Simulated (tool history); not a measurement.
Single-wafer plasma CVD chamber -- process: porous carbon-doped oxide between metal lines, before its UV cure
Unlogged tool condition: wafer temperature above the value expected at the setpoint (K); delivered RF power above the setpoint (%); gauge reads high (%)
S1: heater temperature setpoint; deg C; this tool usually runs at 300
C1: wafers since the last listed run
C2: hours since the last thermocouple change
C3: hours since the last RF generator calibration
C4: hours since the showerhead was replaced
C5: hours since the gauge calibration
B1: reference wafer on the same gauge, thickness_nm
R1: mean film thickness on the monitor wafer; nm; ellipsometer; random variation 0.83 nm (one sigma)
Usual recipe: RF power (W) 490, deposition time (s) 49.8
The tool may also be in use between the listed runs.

run 1 hour=0.0 | S1=300 RF_power_(W)=490 deposition_time_(s)=49.8 | C1=0 C2=1279.7 C3=1611.7 C4=7446.8 C5=616.1 | B1=276.921 | R1=270.751
run 2 hour=36.4 | S1=300 RF_power_(W)=490 deposition_time_(s)=49.8 | C1=373 C2=1316.1 C3=1648.1 C4=7483.2 C5=652.5 | B1=276.804 | R1=271.416
run 3 hour=88.6 | S1=303 RF_power_(W)=490 deposition_time_(s)=49.8 | C1=535 C2=1368.3 C3=1700.3 C4=7535.4 C5=704.7 | B1=276.999 | R1=267.911
run 4 hour=128.0 | S1=296 RF_power_(W)=490 deposition_time_(s)=49.8 | C1=404 C2=1407.7 C3=1739.7 C4=7574.8 C5=744.1 | B1=276.916 | R1=277.213
run 5 hour=177.3 | S1=296 RF_power_(W)=490 deposition_time_(s)=49.8 | C1=505 C2=1457.0 C3=1789.0 C4=7624.1 C5=793.4 | B1=277.004 | R1=276.611
run 6 hour=227.7 | S1=296 RF_power_(W)=490 deposition_time_(s)=49.8 | C1=516 C2=1507.4 C3=1839.4 C4=7674.5 C5=843.8 | B1=277.066 | R1=274.984
run 7 hour=252.3 | S1=300 RF_power_(W)=530 deposition_time_(s)=49.8 | C1=252 C2=1532.0 C3=1864.0 C4=7699.1 C5=868.4 | B1=277.023 | R1=284.334
run 8 hour=293.3 | S1=300 RF_power_(W)=530 deposition_time_(s)=49.8 | C1=420 C2=1573.0 C3=1905.0 C4=7740.1 C5=909.4 | B1=277.137 | R1=285.084
run 9 hour=324.1 | S1=300 RF_power_(W)=530 deposition_time_(s)=49.8 | C1=315 C2=1603.8 C3=1935.8 C4=7770.9 C5=940.2 | B1=276.779 | R1=286.357
-- hour=383.2 RF generator calibrated
run 10 hour=394.4 | S1=300 RF_power_(W)=490 deposition_time_(s)=49.8 | C1=639 C2=1674.1 C3=11.2 C4=7841.2 C5=1010.5 | B1=276.935 | R1=282.874
-- hour=402.6 showerhead replaced
run 11 hour=450.7 | S1=300 RF_power_(W)=490 deposition_time_(s)=49.8 | C1=495 C2=1730.4 C3=67.5 C4=48.1 C5=1066.8 | B1=276.898 | R1=281.585
run 12 hour=490.7 | S1=300 RF_power_(W)=490 deposition_time_(s)=49.8 | C1=410 C2=1770.4 C3=107.5 C4=88.1 C5=1106.8 | B1=277.069 | R1=281.615
run 13 hour=527.3 | S1=300 RF_power_(W)=565 deposition_time_(s)=49.8 | C1=375 C2=1807.0 C3=144.1 C4=124.7 C5=1143.4 | B1=276.842 | R1=308.948
run 14 hour=567.4 | S1=290 RF_power_(W)=415 deposition_time_(s)=56.8 | C1=411 C2=1847.1 C3=184.2 C4=164.8 C5=1183.5 | B1=276.984 | R1=298.048
run 15 hour=599.9 | S1=314 RF_power_(W)=405 deposition_time_(s)=57.0 | C1=333 C2=1879.6 C3=216.7 C4=197.3 C5=1216.0 | B1=277.075 | R1=259.812
-- hour=618.3 gauge calibrated
run 16 hour=641.8 | S1=300 RF_power_(W)=435 deposition_time_(s)=46.9 | C1=429 C2=1921.5 C3=258.6 C4=239.2 C5=23.5 | B1=277.045 | R1=241.598
run 17 hour=688.9 | S1=300 RF_power_(W)=490 deposition_time_(s)=43.7 | C1=483 C2=1968.6 C3=305.7 C4=286.3 C5=70.6 | B1=277.018 | R1=243.701
run 18 hour=751.4 | S1=314 RF_power_(W)=570 deposition_time_(s)=57.3 | C1=641 C2=2031.1 C3=368.2 C4=348.8 C5=133.1 | B1=277.120 | R1=328.076
run 19 hour=811.0 | S1=308 RF_power_(W)=545 deposition_time_(s)=44.4 | C1=611 C2=2090.7 C3=427.8 C4=408.4 C5=192.7 | B1=277.066 | R1=255.182
run 20 hour=853.5 | S1=300 RF_power_(W)=490 deposition_time_(s)=49.8 | C1=435 C2=2133.2 C3=470.3 C4=450.9 C5=235.2 | B1=276.961 | R1=276.373
-- hour=873.7 thermocouple changed; heater temperature recalibrated
run 21 hour=879.3 | S1=289 RF_power_(W)=490 deposition_time_(s)=49.8 | C1=182 C2=5.6 C3=496.1 C4=476.7 C5=261.0 | B1=276.927 | R1=291.971
run 22 hour=918.0 | S1=308 RF_power_(W)=405 deposition_time_(s)=58.2 | C1=396 C2=44.3 C3=534.8 C4=515.4 C5=299.7 | B1=276.944 | R1=269.930
run 23 hour=985.1 | S1=300 RF_power_(W)=490 deposition_time_(s)=49.8 | C1=688 C2=111.4 C3=601.9 C4=582.5 C5=366.8 | B1=276.982 | R1=274.553
run 24 hour=1037.2 | S1=300 RF_power_(W)=540 deposition_time_(s)=52.9 | C1=534 C2=163.5 C3=654.0 C4=634.6 C5=418.9 | B1=276.945 | R1=309.639
run 25 hour=1153.5 | S1=300 RF_power_(W)=490 deposition_time_(s)=46.9 | C1=1192 C2=279.8 C3=770.3 C4=750.9 C5=535.2 | B1=277.114 | R1=257.848
run 26 hour=1183.4 | S1=300 RF_power_(W)=490 deposition_time_(s)=49.8 | C1=306 C2=309.7 C3=800.2 C4=780.8 C5=565.1 | B1=277.015 | R1=273.913

What if the next run were any one of these 5? Each begins from the tool's condition after run 26:
run A hour=1183.8 | S1=300 RF_power_(W)=490 deposition_time_(s)=49.8 | C1=4 C2=310.1 C3=800.6 C4=781.2 C5=565.5 | B1=? | R1=?
run B hour=1183.8 | S1=294 RF_power_(W)=540 deposition_time_(s)=49.8 | C1=4 C2=310.1 C3=800.6 C4=781.2 C5=565.5 | B1=? | R1=?
run C hour=1183.8 | S1=287 RF_power_(W)=425 deposition_time_(s)=44.9 | C1=4 C2=310.1 C3=800.6 C4=781.2 C5=565.5 | B1=? | R1=?
run D hour=1183.8 | S1=300 RF_power_(W)=535 deposition_time_(s)=49.8 | C1=4 C2=310.1 C3=800.6 C4=781.2 C5=565.5 | B1=? | R1=?
run E hour=1183.8 | S1=286 RF_power_(W)=525 deposition_time_(s)=59.2 | C1=4 C2=310.1 C3=800.6 C4=781.2 C5=565.5 | B1=? | R1=?

run=A B1=276.851 R1=273.794
run=B B1=276.851 R1=301.032
run=C B1=276.851 R1=238.075
run=D B1=276.851 R1=290.168
run=E B1=276.851 R1=365.217
With the hidden condition removed and each run's random variation left untouched, the same runs would have given:
run=A R1=283.663
run=B R1=311.711
run=C R1=247.972
run=D R1=300.462
run=E R1=378.193
